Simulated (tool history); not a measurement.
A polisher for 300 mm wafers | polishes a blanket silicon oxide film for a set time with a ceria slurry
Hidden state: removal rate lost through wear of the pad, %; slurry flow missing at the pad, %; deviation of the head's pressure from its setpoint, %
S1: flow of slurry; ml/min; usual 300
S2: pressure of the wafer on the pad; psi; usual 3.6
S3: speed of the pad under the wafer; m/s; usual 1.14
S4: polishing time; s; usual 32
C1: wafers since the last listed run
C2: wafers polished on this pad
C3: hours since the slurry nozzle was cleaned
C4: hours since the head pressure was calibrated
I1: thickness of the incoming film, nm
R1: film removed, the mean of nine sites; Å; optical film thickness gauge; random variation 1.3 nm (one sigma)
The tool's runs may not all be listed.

run,hour,S1,S2,S3,S4,C1,C2,C3,C4,I1,R1
1,0.0,300,3.3,1.14,32,0,125,684.8,306.6,885.9,1501
2,8.2,300,3.3,1.14,32,118,243,693.0,314.8,878.8,1467
3,14.4,300,3.6,1.14,32,89,332,699.2,321.0,895.3,1632
4,23.0,300,3.6,1.14,32,124,456,707.8,329.6,882.8,1631
5,35.8,300,3.6,1.14,32,184,641,720.6,342.4,895.9,1609
# hour 44.0: worn pad replaced by a new one
6,44.8,300,3.6,1.14,40,72,11,729.6,351.4,891.4,2019
7,61.4,300,3.6,1.14,40,239,250,746.2,368.0,875.5,2026
8,71.5,300,3.6,1.14,40,145,396,756.3,378.1,882.1,1979
9,78.5,300,3.6,1.14,32,100,497,763.3,385.1,880.1,1613
# hour 93.7: worn pad replaced by a new one
10,94.2,300,3.6,1.14,32,168,7,779.0,400.8,892.2,1594
11,104.0,300,3.6,1.14,32,141,149,788.8,410.6,884.6,1592
12,126.1,300,3.6,1.14,32,318,467,810.9,432.7,880.2,1605
# hour 143.0: worn pad replaced by a new one
13,143.5,300,3.6,1.14,32,193,6,828.3,450.1,885.0,1578
# hour 148.1: head pressure recalibrated
14,150.8,300,3.6,1.48,36,76,83,835.6,2.7,877.0,2937
15,164.1,200,4.4,0.92,23,191,274,848.9,16.0,888.8,1330
16,174.5,220,2.3,1.46,42,149,424,859.3,26.4,865.9,2066

The next listed run, before its measurement:
# hour 177.1: slurry nozzle cleaned
17,181.9,300,3.6,1.48,36,92,517,4.8,33.8,874.5,?

Run 17 gave R1 2852 Å.
Without the tool's hidden state the same run would have given R1 2480 Å.
